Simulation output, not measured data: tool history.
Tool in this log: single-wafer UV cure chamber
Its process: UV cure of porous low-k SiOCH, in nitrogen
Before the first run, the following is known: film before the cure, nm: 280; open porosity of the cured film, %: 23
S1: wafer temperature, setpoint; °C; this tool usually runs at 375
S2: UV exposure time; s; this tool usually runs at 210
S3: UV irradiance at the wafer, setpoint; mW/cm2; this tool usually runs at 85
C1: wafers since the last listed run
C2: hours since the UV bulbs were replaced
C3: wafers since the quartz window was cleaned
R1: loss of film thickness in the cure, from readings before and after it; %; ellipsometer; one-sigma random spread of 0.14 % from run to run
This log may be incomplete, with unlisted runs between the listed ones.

run,hour,S1,S2,S3,C1,C2,C3,R1
1,0,375,210,85,0,1707,3790,10.48
# hour 65.8: quartz window cleaned
2,99.2,375,210,85,414,1806.2,151,10.506
3,187.3,375,210,85,400,1894.3,552,10.285
4,288.9,364,210,85,461,1995.9,1013,9.892
5,357.9,364,210,85,313,2064.9,1327,10.153
6,422.5,375,210,85,293,2129.5,1621,10.09
7,487.9,375,210,85,297,2194.9,1918,10.15
8,586.4,375,210,85,447,2293.4,2365,10.069
9,683.1,381,210,85,439,2390.1,2805,10.236
10,783.5,375,210,104,456,2490.5,3261,11.094
# hour 801.3: quartz window cleaned
11,854.1,375,210,113,284,2561.1,239,11.258
12,916.2,375,210,85,282,2623.2,522,9.886
13,990.4,390,255,104,337,2697.4,859,11.985
14,1070.9,368,325,45,365,2777.9,1225,8.672
15,1177.5,375,210,100,484,2884.5,1709,10.539
16,1250.1,381,210,85,329,2957.1,2039,9.784
# hour 1258.4: UV bulbs replaced
17,1288.6,375,170,56,138,30.2,2178,8.57
18,1333.1,356,290,115,202,74.7,2380,14.623
19,1420,375,210,57,394,161.6,2775,9.599
20,1515.7,364,210,85,434,257.3,3210,11.29
21,1564.8,375,210,105,223,306.4,3433,12.451
22,1626.5,375,255,85,280,368.1,3713,12.27
23,1732.1,375,210,85,479,473.7,4193,11.502

The tool's hidden state at each run:
transmission lost against a clean window, %: 0 in every run
H1: lamp output below its setpoint, %
run,H1
1,20
2,21
3,21.9
4,23
5,23.7
6,24.4
7,25.1
8,26.1
9,27.1
10,28.1
11,28.9
12,29.5
13,30.3
14,31.1
15,32.2
16,33
17,0.616
18,1.08
19,1.98
20,2.98
21,3.49
22,4.13
23,5.23
